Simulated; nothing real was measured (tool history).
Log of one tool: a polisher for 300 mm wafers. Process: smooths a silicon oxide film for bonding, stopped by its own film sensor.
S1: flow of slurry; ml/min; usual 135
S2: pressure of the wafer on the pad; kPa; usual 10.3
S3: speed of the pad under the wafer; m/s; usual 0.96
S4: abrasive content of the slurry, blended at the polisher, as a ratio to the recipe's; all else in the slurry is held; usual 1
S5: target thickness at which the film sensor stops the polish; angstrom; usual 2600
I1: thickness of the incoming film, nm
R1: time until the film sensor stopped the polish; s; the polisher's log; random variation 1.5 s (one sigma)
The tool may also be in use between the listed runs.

run	hour	S1	S2	S3	S4	S5	I1	R1
1	0	135	10.3	0.96	1	2600	310.1	103.7
2	79	145	10.3	0.96	1	2600	309.4	102.2
# hour 157.5: slurry blender recalibrated
3	185.4	145	10.3	0.96	1	2600	314.6	118.1
4	231.9	145	10.3	0.96	1	2600	313.8	115.2
# hour 283.2: worn pad replaced by a new one
5	312.2	150	10.3	0.96	1	2660	307.3	88
6	350.7	150	10.3	0.96	1	2660	310.3	92.3
# hour 414.9: slurry nozzle cleaned
7	418.2	135	10.3	0.96	1	2600	305.1	101.8
8	504.7	135	10.3	0.96	1	2600	315.6	125.4
# hour 526.5: head pressure recalibrated
9	559	135	10.3	0.96	1	2640	311.5	92.1
10	597.9	135	10.3	0.96	1	2640	311.4	94.4
11	681.2	135	10.3	0.96	1	2640	309.8	95.2
# hour 714.3: slurry blender recalibrated
12	865.6	135	12.4	0.96	1	2600	305.9	82.5
# hour 883.7: worn pad replaced by a new one, of another model than before
13	946	135	10.3	0.68	0.8	2600	303.9	124.7
14	983.3	135	10.3	0.96	1	2600	312.7	109.7
# hour 1029.8: slurry nozzle cleaned
15	1088.7	135	10.3	0.96	1	2600	308.6	100.1
# hour 1097.3: head pressure recalibrated
16	1193.4	120	10.3	0.96	0.75	2750	308.7	86.5
# hour 1265: slurry blender recalibrated
17	1293.4	135	10.3	1.18	1.1	2600	315.9	97.4
# hour 1360.5: worn pad replaced by a new one
18	1393.6	135	10.3	0.96	1	2600	305	94.2
19	1459.3	175	7.6	1.06	0.75	2600	311.6	141.7
# hour 1591.9: slurry nozzle cleaned
20	1611.8	120	10.3	0.96	0.85	2600	307.6	115.3
# hour 1629: head pressure recalibrated
21	1678.5	135	10.3	1.08	1.2	2600	310	85
22	1763.2	135	6.9	0.96	1	2600	316.4	131.4
# hour 1854.6: slurry blender recalibrated
# hour 1876.3: worn pad replaced by a new one
23	1897.3	135	10.3	0.96	1	2520	309.7	115.9
24	1958	135	8.3	1.18	1	2460	304.5	121.2
25	2031	135	10.3	0.96	1	2600	309.6	100.9
# hour 2073.5: slurry nozzle cleaned
26	2093.4	135	7.6	0.96	1.15	2600	314.2	120.3
27	2144.2	135	10.3	0.96	1	2600	314	110.4
28	2246.2	135	10.3	0.96	0.9	2710	313.8	92
# hour 2257.6: head pressure recalibrated
29	2335.1	150	10.3	0.96	1	2600	306.7	88.4

What the log doesn't show, run by run:
removal rate lost through wear of the pad, %: 0 in every run
slurry flow missing at the pad, %: 0 in every run
abrasive missing from the slurry, %: 0 in every run
H1: deviation of the head's pressure from its setpoint, %
run	H1
1	-7.12
2	-8.89
3	-10.4
4	-10.9
5	-11.5
6	-11.7
7	-12
8	-12.2
9	-2.09
10	-3.93
11	-6.89
12	-10.4
13	-11.2
14	-11.5
15	-12
16	-4.22
17	-7.26
18	-9.14
19	-9.96
20	-11.1
21	0.0139
22	-3.31
23	-6.46
24	-7.34
25	-8.11
26	-8.58
27	-8.88
28	-9.29
29	-1.21
